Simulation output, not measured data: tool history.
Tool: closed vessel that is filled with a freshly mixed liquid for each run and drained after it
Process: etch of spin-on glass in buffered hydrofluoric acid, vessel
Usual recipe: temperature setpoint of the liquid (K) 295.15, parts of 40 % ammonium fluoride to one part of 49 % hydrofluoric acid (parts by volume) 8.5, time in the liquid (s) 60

| run | day | temperature setpoint of the liquid (K) | parts of 40 % ammonium fluoride to one part of 49 % hydrofluoric acid (parts by volume) | time in the liquid (s) | wafers since the last listed run | hours since the thermometer was replaced | hours since the hydrofluoric acid flow meter was replaced | hours since the gauge calibration | read-back film thickness of the spin-on glass reference wafer, read on the same gauge (nm) | thickness taken off the spin-on glass on a monitor wafer (nm) |
|---|---|---|---|---|---|---|---|---|---|---|
| 1 | 0 | 298.15 | 8.5 | 60 | 0 | 2700 | 2071.9 | 150.7 | 49.99 | 388.53 |
| 2 | 0.521 | 295.15 | 8.5 | 60 | 848 | 2712.5 | 2084.4 | 163.2 | 49.99 | 333.96 |
| 3 | 1.25 | 295.15 | 8.5 | 60 | 1187 | 2730 | 2101.9 | 180.7 | 50.02 | 333.35 |
| 4 | 1.712 | 295.15 | 8.5 | 60 | 753 | 2741.1 | 2113 | 191.8 | 49.93 | 333.85 |
| 5 | 2.133 | 295.15 | 8.5 | 60 | 685 | 2751.2 | 2123.1 | 201.9 | 50.02 | 333.62 |
| 6 | 2.438 | 295.15 | 8.5 | 60 | 495 | 2758.5 | 2130.4 | 209.2 | 49.95 | 336.23 |
| 7 | 2.804 | 295.15 | 8.5 | 60 | 597 | 2767.3 | 2139.2 | 218 | 50 | 334.09 |
| 8 | 3.129 | 295.15 | 8.5 | 60 | 529 | 2775.1 | 2147 | 225.8 | 50.02 | 334.94 |
| 9 | 3.746 | 295.15 | 8.5 | 60 | 1004 | 2789.9 | 2161.8 | 240.6 | 49.96 | 335.19 |
| 10 | 4.167 | 295.15 | 7 | 60 | 685 | 2800 | 2171.9 | 250.7 | 49.96 | 411.01 |
|  | 4.454 | gauge calibrated |
| 11 | 4.612 | 295.15 | 7 | 60 | 725 | 2810.7 | 2182.6 | 3.8 | 50.02 | 416.35 |
| 12 | 5 | 295.15 | 7 | 60 | 630 | 2820 | 2191.9 | 13.1 | 49.99 | 414.47 |
| 13 | 5.642 | 295.15 | 8.5 | 60 | 1044 | 2835.4 | 2207.3 | 28.5 | 50.04 | 335.86 |
|  | 5.858 | thermometer replaced |
| 14 | 6.158 | 295.15 | 8.5 | 60 | 773 | 7.2 | 2219.7 | 40.9 | 50.01 | 285.9 |
|  | 6.558 | hydrofluoric acid flow meter replaced |
| 15 | 6.738 | 295.15 | 8.5 | 60 | 875 | 21.1 | 4.3 | 54.8 | 50.03 | 283.81 |
| 16 | 6.992 | 295.15 | 7 | 60 | 413 | 27.2 | 10.4 | 60.9 | 50.02 | 351.75 |
| 17 | 7.479 | 295.15 | 8.5 | 50 | 793 | 38.9 | 22.1 | 72.6 | 49.99 | 237.22 |
| 18 | 8.221 | 295.15 | 9.5 | 60 | 1207 | 56.7 | 39.9 | 90.4 | 50.01 | 259.84 |
| 19 | 8.5 | 293.65 | 11.5 | 35 | 454 | 63.4 | 46.6 | 97.1 | 50 | 118.06 |
| 20 | 8.9 | 297.65 | 10.5 | 90 | 651 | 73 | 56.2 | 106.7 | 50.03 | 414.27 |
| 21 | 9.638 | 293.65 | 6 | 45 | 1200 | 90.7 | 73.9 | 124.4 | 50.01 | 278.93 |
| 22 | 10.312 | 297.15 | 8.5 | 60 | 1099 | 106.9 | 90.1 | 140.6 | 50 | 318.68 |
| 23 | 11.021 | 295.15 | 8.5 | 60 | 1153 | 123.9 | 107.1 | 157.6 | 50 | 287.52 |
| 24 | 11.496 | 298.15 | 6.5 | 85 | 773 | 135.3 | 118.5 | 169 | 49.98 | 633.17 |
| 25 | 11.808 | 291.15 | 10.5 | 95 | 508 | 142.8 | 126 | 176.5 | 49.98 | 305.6 |
| 26 | 12.479 | 291.15 | 8.5 | 90 | 1092 | 158.9 | 142.1 | 192.6 | 50.03 | 346.15 |
| 27 | 13.167 | 295.15 | 8.5 | 60 | 1119 | 175.4 | 158.6 | 209.1 | 50.01 | 289.99 |
| 28 | 13.721 | 300.15 | 11 | 45 | 902 | 188.7 | 171.9 | 222.4 | 50.01 | 228.25 |
| 29 | 14.438 | 298.65 | 8.5 | 60 | 1166 | 205.9 | 189.1 | 239.6 | 49.97 | 350.13 |
| 30 | 15.154 | 295.15 | 6.5 | 60 | 1166 | 223.1 | 206.3 | 256.8 | 49.99 | 377.95 |
| 31 | 15.504 | 295.15 | 8.5 | 60 | 569 | 231.5 | 214.7 | 265.2 | 50.04 | 289.1 |
| 32 | 15.779 | 295.15 | 6.5 | 75 | 447 | 238.1 | 221.3 | 271.8 | 50.03 | 475.23 |

What if the next run were any one of these 5? Each begins from the tool's condition after run 32:
| A | 15.808 | 295.15 | 11 | 60 | 47 | 238.8 | 222 | 272.5 | ? | ? |
| B | 15.808 | 298.15 | 5.5 | 85 | 47 | 238.8 | 222 | 272.5 | ? | ? |
| C | 15.808 | 299.65 | 10 | 60 | 47 | 238.8 | 222 | 272.5 | ? | ? |
| D | 15.808 | 299.15 | 10 | 60 | 47 | 238.8 | 222 | 272.5 | ? | ? |
| E | 15.808 | 295.15 | 6 | 40 | 47 | 238.8 | 222 | 272.5 | ? | ? |

| run | read-back film thickness of the spin-on glass reference wafer, read on the same gauge (nm) | thickness taken off the spin-on glass on a monitor wafer (nm) |
|---|---|---|
| A | 50.04 | 231.23 |
| B | 50.04 | 730.39 |
| C | 50.04 | 323.95 |
| D | 50.04 | 315.38 |
| E | 50.04 | 271.18 |
Without the tool's unlogged condition, the same runs would have read:
| run | thickness taken off the spin-on glass on a monitor wafer (nm) |
|---|---|
| A | 226.56 |
| B | 715.95 |
| C | 317.59 |
| D | 309.17 |
| E | 265.71 |

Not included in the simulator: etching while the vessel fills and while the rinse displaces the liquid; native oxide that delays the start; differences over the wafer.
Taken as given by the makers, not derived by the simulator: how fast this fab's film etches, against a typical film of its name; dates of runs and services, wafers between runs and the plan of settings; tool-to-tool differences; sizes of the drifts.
